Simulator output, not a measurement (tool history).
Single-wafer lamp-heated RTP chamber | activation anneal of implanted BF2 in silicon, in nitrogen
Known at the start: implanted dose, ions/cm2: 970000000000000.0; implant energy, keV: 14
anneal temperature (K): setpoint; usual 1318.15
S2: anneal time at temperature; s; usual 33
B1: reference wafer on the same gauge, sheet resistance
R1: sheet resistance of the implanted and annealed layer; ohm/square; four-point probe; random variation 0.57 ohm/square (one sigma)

{"run": 1, "hour": 0.0, "anneal temperature (K)": 1318.15, "S2": 33, "B1": 186.81, "R1": 160.34}
{"run": 2, "hour": 53.1, "anneal temperature (K)": 1318.15, "S2": 33, "B1": 187.14, "R1": 159.78}
{"hour": 85.0, "done": "reflector plate cleaned"}
{"run": 3, "hour": 85.5, "anneal temperature (K)": 1318.15, "S2": 33, "B1": 187.18, "R1": 159.06}
{"run": 4, "hour": 152.8, "anneal temperature (K)": 1318.15, "S2": 33, "B1": 187.16, "R1": 160.13}
{"run": 5, "hour": 183.8, "anneal temperature (K)": 1318.15, "S2": 33, "B1": 187.01, "R1": 159.56}
{"hour": 276.7, "done": "pyrometer window cleaned and pyrometer calibrated"}
{"run": 6, "hour": 277.2, "anneal temperature (K)": 1318.15, "S2": 33, "B1": 186.93, "R1": 160.66}
{"run": 7, "hour": 296.7, "anneal temperature (K)": 1318.15, "S2": 25, "B1": 187.23, "R1": 165.18}
{"run": 8, "hour": 327.7, "anneal temperature (K)": 1318.15, "S2": 25, "B1": 186.93, "R1": 164.63}
{"run": 9, "hour": 388.7, "anneal temperature (K)": 1318.15, "S2": 33, "B1": 186.86, "R1": 160.2}
{"run": 10, "hour": 421.3, "anneal temperature (K)": 1318.15, "S2": 33, "B1": 187.24, "R1": 159.11}
{"hour": 483.1, "done": "gauge calibrated"}
{"run": 11, "hour": 489.5, "anneal temperature (K)": 1318.15, "S2": 33, "B1": 187.06, "R1": 159.69}
{"run": 12, "hour": 531.0, "anneal temperature (K)": 1318.15, "S2": 33, "B1": 187.05, "R1": 159.95}
{"run": 13, "hour": 580.0, "anneal temperature (K)": 1318.15, "S2": 33, "B1": 187.09, "R1": 159.71}
{"run": 14, "hour": 608.4, "anneal temperature (K)": 1318.15, "S2": 33, "B1": 187.05, "R1": 160.2}
{"hour": 623.8, "done": "pyrometer window cleaned and pyrometer calibrated"}
{"hour": 676.5, "done": "reflector plate cleaned"}
{"run": 15, "hour": 677.0, "anneal temperature (K)": 1318.15, "S2": 33, "B1": 186.88, "R1": 159.76}
{"run": 16, "hour": 699.7, "anneal temperature (K)": 1318.15, "S2": 47, "B1": 186.89, "R1": 150.19}
{"run": 17, "hour": 727.1, "anneal temperature (K)": 1318.15, "S2": 47, "B1": 187.01, "R1": 151.12}
{"run": 18, "hour": 763.3, "anneal temperature (K)": 1318.15, "S2": 33, "B1": 187.11, "R1": 159.4}
{"run": 19, "hour": 798.3, "anneal temperature (K)": 1344.15, "S2": 26, "B1": 187.11, "R1": 144.98}
{"run": 20, "hour": 866.9, "anneal temperature (K)": 1294.15, "S2": 26, "B1": 186.96, "R1": 183.36}
{"run": 21, "hour": 892.7, "anneal temperature (K)": 1338.15, "S2": 33, "B1": 186.76, "R1": 144.16}
{"hour": 928.8, "done": "pyrometer window cleaned and pyrometer calibrated"}
{"run": 22, "hour": 929.3, "anneal temperature (K)": 1333.15, "S2": 26, "B1": 187.19, "R1": 153.8}
{"run": 23, "hour": 972.4, "anneal temperature (K)": 1290.15, "S2": 24, "B1": 186.84, "R1": 192.38}
{"run": 24, "hour": 1025.5, "anneal temperature (K)": 1344.15, "S2": 33, "B1": 186.68, "R1": 138.93}
{"run": 25, "hour": 1080.3, "anneal temperature (K)": 1318.15, "S2": 33, "B1": 186.96, "R1": 159.66}
{"run": 26, "hour": 1107.9, "anneal temperature (K)": 1347.15, "S2": 28, "B1": 186.8, "R1": 139.79}
{"run": 27, "hour": 1142.0, "anneal temperature (K)": 1318.15, "S2": 33, "B1": 187.08, "R1": 160.0}
{"run": 28, "hour": 1192.0, "anneal temperature (K)": 1300.15, "S2": 46, "B1": 186.82, "R1": 162.99}
{"run": 29, "hour": 1238.4, "anneal temperature (K)": 1318.15, "S2": 33, "B1": 186.88, "R1": 158.98}
{"hour": 1267.4, "done": "pyrometer window cleaned and pyrometer calibrated"}
{"run": 30, "hour": 1278.7, "anneal temperature (K)": 1332.15, "S2": 24, "B1": 187.18, "R1": 155.13}
{"hour": 1295.0, "done": "reflector plate cleaned"}
{"run": 31, "hour": 1326.7, "anneal temperature (K)": 1333.15, "S2": 26, "B1": 187.01, "R1": 152.93}
{"run": 32, "hour": 1382.5, "anneal temperature (K)": 1290.15, "S2": 24, "B1": 187.01, "R1": 190.91}
{"run": 33, "hour": 1411.4, "anneal temperature (K)": 1318.15, "S2": 18, "B1": 187.12, "R1": 172.1}

Run 34 comes next. What will it give?
{"run": 34, "hour": 1452.3, "anneal temperature (K)": 1318.15, "S2": 44, "B1": "?", "R1": "?"}

B1: 187.10
R1: 153.16 ohm/square
Without the tool's hidden state the same run would have given R1 153.16 ohm/square.

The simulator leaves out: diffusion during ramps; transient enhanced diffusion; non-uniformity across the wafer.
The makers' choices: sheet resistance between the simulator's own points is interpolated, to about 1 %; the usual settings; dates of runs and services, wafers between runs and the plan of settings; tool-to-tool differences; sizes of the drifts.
